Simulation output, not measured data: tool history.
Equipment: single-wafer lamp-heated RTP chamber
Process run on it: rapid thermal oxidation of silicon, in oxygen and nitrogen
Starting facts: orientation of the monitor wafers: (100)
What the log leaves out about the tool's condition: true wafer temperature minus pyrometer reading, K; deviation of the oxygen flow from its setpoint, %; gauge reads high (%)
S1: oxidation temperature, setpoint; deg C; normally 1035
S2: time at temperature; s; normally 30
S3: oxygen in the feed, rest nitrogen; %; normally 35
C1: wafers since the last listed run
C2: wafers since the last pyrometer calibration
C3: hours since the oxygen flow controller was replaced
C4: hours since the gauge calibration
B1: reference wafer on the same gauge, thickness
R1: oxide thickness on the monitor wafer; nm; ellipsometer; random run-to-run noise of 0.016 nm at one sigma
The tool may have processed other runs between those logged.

| run | day | S1 | S2 | S3 | C1 | C2 | C3 | C4 | B1 | R1 |
|---|---|---|---|---|---|---|---|---|---|---|
| 1 | 0 | 1035 | 30 | 35 | 0 | 5922 | 6714.5 | 25.8 | 5.335 | 4.717 |
| 2 | 1.229 | 1035 | 30 | 35 | 372 | 6295 | 6744 | 55.3 | 5.339 | 4.718 |
| 3 | 1.921 | 1035 | 30 | 35 | 209 | 6504 | 6760.6 | 71.9 | 5.34 | 4.707 |
| 4 | 2.733 | 1035 | 30 | 35 | 246 | 6751 | 6780.1 | 91.4 | 5.339 | 4.753 |
| 5 | 3.896 | 1035 | 30 | 35 | 352 | 7104 | 6808 | 119.3 | 5.343 | 4.748 |
| 6 | 4.708 | 1035 | 30 | 35 | 246 | 7350 | 6827.5 | 138.8 | 5.338 | 4.762 |
| 7 | 5.671 | 1035 | 30 | 35 | 292 | 7642 | 6850.6 | 161.9 | 5.337 | 4.771 |
| 8 | 7.004 | 1035 | 30 | 17 | 404 | 8047 | 6882.6 | 193.9 | 5.336 | 3.831 |
|  | 8.046 | oxygen flow controller replaced |
| 9 | 8.067 | 1035 | 30 | 35 | 221 | 8268 | 0.5 | 219.4 | 5.341 | 4.798 |
|  | 8.9 | gauge calibrated |
|  | 9.058 | pyrometer window cleaned and pyrometer calibrated |
| 10 | 9.079 | 1059 | 40 | 53 | 206 | 6 | 24.8 | 4.3 | 5.337 | 6.84 |
| 11 | 10.892 | 1035 | 19 | 35 | 549 | 556 | 68.3 | 47.8 | 5.339 | 3.83 |
| 12 | 11.479 | 1058 | 20 | 35 | 178 | 734 | 82.4 | 61.9 | 5.34 | 4.486 |
| 13 | 12.625 | 1046 | 26 | 49 | 347 | 1082 | 109.9 | 89.4 | 5.343 | 5.134 |
| 14 | 13.417 | 1045 | 24 | 17 | 240 | 1322 | 128.9 | 108.4 | 5.336 | 3.614 |
| 15 | 14.521 | 1015 | 30 | 17 | 335 | 1657 | 155.4 | 134.9 | 5.347 | 3.357 |
| 16 | 15.979 | 1045 | 24 | 17 | 442 | 2100 | 190.4 | 169.9 | 5.34 | 3.649 |

How would selected steps in R1 from run to run divide? Give the signed amount a tool lacking its hidden state would still show from settings, what came in and random variation, and the signed amount left for the hidden state, including any gauge scatter that is not in both of the compared results.
Run 9 -> 10: S1 1035 -> 1059, S2 30 -> 40, S3 35 -> 53, gauge calibrated, pyrometer window cleaned and pyrometer calibrated. R1 +2.042 nm: hidden state -0.263, all else +2.305.
Run 10 -> 11: S1 1059 -> 1035, S2 40 -> 19, S3 53 -> 35. R1 -3.01 nm: hidden state +0.004, all else -3.014.
